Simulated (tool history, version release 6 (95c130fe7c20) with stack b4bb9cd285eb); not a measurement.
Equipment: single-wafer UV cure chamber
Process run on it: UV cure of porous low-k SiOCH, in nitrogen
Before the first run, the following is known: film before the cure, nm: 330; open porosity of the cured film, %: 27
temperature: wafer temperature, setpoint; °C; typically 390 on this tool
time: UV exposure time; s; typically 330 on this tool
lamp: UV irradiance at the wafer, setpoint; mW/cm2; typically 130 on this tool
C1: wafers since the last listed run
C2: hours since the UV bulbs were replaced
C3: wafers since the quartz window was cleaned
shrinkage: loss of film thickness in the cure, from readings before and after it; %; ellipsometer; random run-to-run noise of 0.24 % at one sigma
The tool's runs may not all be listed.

run 1 hour=0.0 | temperature=390 time=330 lamp=159 | C1=0 C2=886.3 C3=155 | shrinkage=17.154
run 2 hour=16.7 | temperature=390 time=330 lamp=159 | C1=149 C2=903.0 C3=305 | shrinkage=16.912
run 3 hour=32.7 | temperature=390 time=330 lamp=159 | C1=143 C2=919.0 C3=449 | shrinkage=16.768
run 4 hour=41.6 | temperature=390 time=330 lamp=130 | C1=79 C2=927.9 C3=529 | shrinkage=16.207
run 5 hour=48.6 | temperature=398 time=330 lamp=130 | C1=62 C2=934.9 C3=591 | shrinkage=16.303
run 6 hour=78.5 | temperature=398 time=330 lamp=130 | C1=268 C2=964.8 C3=860 | shrinkage=16.225
run 7 hour=94.4 | temperature=390 time=330 lamp=130 | C1=142 C2=980.7 C3=1002 | shrinkage=15.394
run 8 hour=105.5 | temperature=390 time=330 lamp=130 | C1=99 C2=991.8 C3=1102 | shrinkage=15.393
-- hour=121.3 quartz window cleaned
run 9 hour=121.8 | temperature=390 time=330 lamp=130 | C1=74 C2=1008.1 C3=4 | shrinkage=16.067
run 10 hour=127.8 | temperature=396 time=195 lamp=130 | C1=53 C2=1014.1 C3=58 | shrinkage=13.648
run 11 hour=142.1 | temperature=382 time=330 lamp=141 | C1=128 C2=1028.4 C3=186 | shrinkage=16.440
-- hour=151.3 UV bulbs replaced
run 12 hour=151.8 | temperature=390 time=330 lamp=130 | C1=15 C2=0.5 C3=202 | shrinkage=16.085
run 13 hour=167.7 | temperature=383 time=155 lamp=99 | C1=142 C2=16.4 C3=344 | shrinkage=10.860
run 14 hour=207.1 | temperature=390 time=330 lamp=130 | C1=353 C2=55.8 C3=698 | shrinkage=16.210

Forecast run 15:
run 15 hour=222.4 | temperature=396 time=185 lamp=168 | C1=137 C2=71.1 C3=835 | shrinkage=?

shrinkage: 14.049 %
Were there no unlogged condition in the tool, this run, its random variation unchanged, would have produced shrinkage 14.794 %.
